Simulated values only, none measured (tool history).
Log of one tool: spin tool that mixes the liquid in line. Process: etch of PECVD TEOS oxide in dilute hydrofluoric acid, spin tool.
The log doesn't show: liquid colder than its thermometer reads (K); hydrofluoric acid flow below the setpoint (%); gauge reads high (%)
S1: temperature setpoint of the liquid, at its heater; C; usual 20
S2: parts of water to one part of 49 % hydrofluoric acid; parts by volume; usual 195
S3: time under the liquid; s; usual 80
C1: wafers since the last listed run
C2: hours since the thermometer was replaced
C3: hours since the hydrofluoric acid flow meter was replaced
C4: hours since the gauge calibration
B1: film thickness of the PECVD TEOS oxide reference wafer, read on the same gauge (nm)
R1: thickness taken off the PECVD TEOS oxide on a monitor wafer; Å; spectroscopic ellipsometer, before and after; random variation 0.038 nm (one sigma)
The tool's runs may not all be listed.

run 1 hour=0 | S1=20 S2=195 S3=45 | C1=0 C2=2409.9 C3=2113.3 C4=525.7 | B1=79.926 | R1=26.63
run 2 hour=9.1 | S1=20 S2=195 S3=45 | C1=73 C2=2419 C3=2122.4 C4=534.8 | B1=80.02 | R1=26.24
run 3 hour=15.6 | S1=20 S2=195 S3=45 | C1=52 C2=2425.5 C3=2128.9 C4=541.3 | B1=80.011 | R1=26.68
run 4 hour=21.9 | S1=20 S2=245 S3=80 | C1=51 C2=2431.8 C3=2135.2 C4=547.6 | B1=80.011 | R1=35.4
-- hour=24 hydrofluoric acid flow meter replaced
run 5 hour=31.8 | S1=20 S2=245 S3=80 | C1=72 C2=2441.7 C3=7.8 C4=557.5 | B1=80.067 | R1=35.36
run 6 hour=44.2 | S1=20 S2=195 S3=120 | C1=100 C2=2454.1 C3=20.2 C4=569.9 | B1=79.99 | R1=69.83
run 7 hour=58.1 | S1=18 S2=195 S3=80 | C1=112 C2=2468 C3=34.1 C4=583.8 | B1=80.004 | R1=42.92
run 8 hour=71.4 | S1=18 S2=195 S3=80 | C1=107 C2=2481.3 C3=47.4 C4=597.1 | B1=80.023 | R1=42.77
run 9 hour=88.9 | S1=18 S2=195 S3=80 | C1=141 C2=2498.8 C3=64.9 C4=614.6 | B1=79.986 | R1=43.51
run 10 hour=102.2 | S1=20 S2=195 S3=80 | C1=107 C2=2512.1 C3=78.2 C4=627.9 | B1=79.977 | R1=46.81
run 11 hour=108.9 | S1=22.5 S2=195 S3=80 | C1=54 C2=2518.8 C3=84.9 C4=634.6 | B1=80.012 | R1=50.52
-- hour=123.5 thermometer replaced
run 12 hour=124 | S1=20 S2=195 S3=60 | C1=114 C2=0.5 C3=100 C4=649.7 | B1=79.951 | R1=34.76
run 13 hour=139.1 | S1=17 S2=265 S3=80 | C1=122 C2=15.6 C3=115.1 C4=664.8 | B1=79.979 | R1=28.76
run 14 hour=152.3 | S1=23 S2=230 S3=45 | C1=106 C2=28.8 C3=128.3 C4=678 | B1=79.978 | R1=24.41
run 15 hour=170 | S1=17 S2=195 S3=125 | C1=143 C2=46.5 C3=146 C4=695.7 | B1=80.011 | R1=64.7
run 16 hour=181.8 | S1=20 S2=195 S3=80 | C1=95 C2=58.3 C3=157.8 C4=707.5 | B1=80.028 | R1=47.13
run 17 hour=188.1 | S1=17 S2=115 S3=110 | C1=51 C2=64.6 C3=164.1 C4=713.8 | B1=79.979 | R1=104.25
run 18 hour=201.8 | S1=17.5 S2=130 S3=120 | C1=111 C2=78.3 C3=177.8 C4=727.5 | B1=79.989 | R1=102.21
run 19 hour=215.9 | S1=20 S2=195 S3=80 | C1=114 C2=92.4 C3=191.9 C4=741.6 | B1=79.956 | R1=45.9
run 20 hour=231.6 | S1=20 S2=195 S3=80 | C1=127 C2=108.1 C3=207.6 C4=757.3 | B1=80.056 | R1=46.51
run 21 hour=240.5 | S1=24 S2=195 S3=100 | C1=72 C2=117 C3=216.5 C4=766.2 | B1=80.054 | R1=68.02
run 22 hour=248.7 | S1=24 S2=245 S3=65 | C1=66 C2=125.2 C3=224.7 C4=774.4 | B1=79.992 | R1=33.56
run 23 hour=257.8 | S1=20 S2=195 S3=80 | C1=73 C2=134.3 C3=233.8 C4=783.5 | B1=79.983 | R1=46.31
-- hour=258.4 gauge calibrated
run 24 hour=274.5 | S1=22.5 S2=140 S3=120 | C1=135 C2=151 C3=250.5 C4=16.1 | B1=79.942 | R1=115.27
run 25 hour=321.6 | S1=20 S2=195 S3=80 | C1=381 C2=198.1 C3=297.6 C4=63.2 | B1=80.007 | R1=46.71
run 26 hour=331.3 | S1=23.5 S2=195 S3=80 | C1=78 C2=207.8 C3=307.3 C4=72.9 | B1=80.031 | R1=53.83
run 27 hour=344.8 | S1=21.5 S2=195 S3=125 | C1=109 C2=221.3 C3=320.8 C4=86.4 | B1=80.041 | R1=77.35
run 28 hour=355.9 | S1=17.5 S2=230 S3=40 | C1=89 C2=232.4 C3=331.9 C4=97.5 | B1=80.045 | R1=17.62
run 29 hour=364.2 | S1=20 S2=195 S3=60 | C1=67 C2=240.7 C3=340.2 C4=105.8 | B1=79.968 | R1=35.32
run 30 hour=380 | S1=17 S2=195 S3=125 | C1=128 C2=256.5 C3=356 C4=121.6 | B1=79.995 | R1=64.97
run 31 hour=389.2 | S1=20 S2=195 S3=80 | C1=74 C2=265.7 C3=365.2 C4=130.8 | B1=79.983 | R1=46.74
run 32 hour=405 | S1=17 S2=195 S3=110 | C1=128 C2=281.5 C3=381 C4=146.6 | B1=79.926 | R1=57.54
run 33 hour=414.3 | S1=20 S2=160 S3=105 | C1=75 C2=290.8 C3=390.3 C4=155.9 | B1=80.005 | R1=79.2
run 34 hour=431.4 | S1=20 S2=120 S3=50 | C1=138 C2=307.9 C3=407.4 C4=173 | B1=80 | R1=50.92

3 ways to go on from here, each from the tool as it stands after run 34. What would each give?
run A hour=431.8 | S1=23 S2=195 S3=80 | C1=3 C2=308.3 C3=407.8 C4=173.4 | B1=? | R1=?
run B hour=431.8 | S1=20 S2=110 S3=80 | C1=3 C2=308.3 C3=407.8 C4=173.4 | B1=? | R1=?
run C hour=431.8 | S1=20 S2=160 S3=80 | C1=3 C2=308.3 C3=407.8 C4=173.4 | B1=? | R1=?

run=A B1=80.029 R1=52.54
run=B B1=80.029 R1=90.75
run=C B1=80.029 R1=59.16
Without the tool's hidden state the same runs would have given:
run=A R1=52.54
run=B R1=90.75
run=C R1=59.16
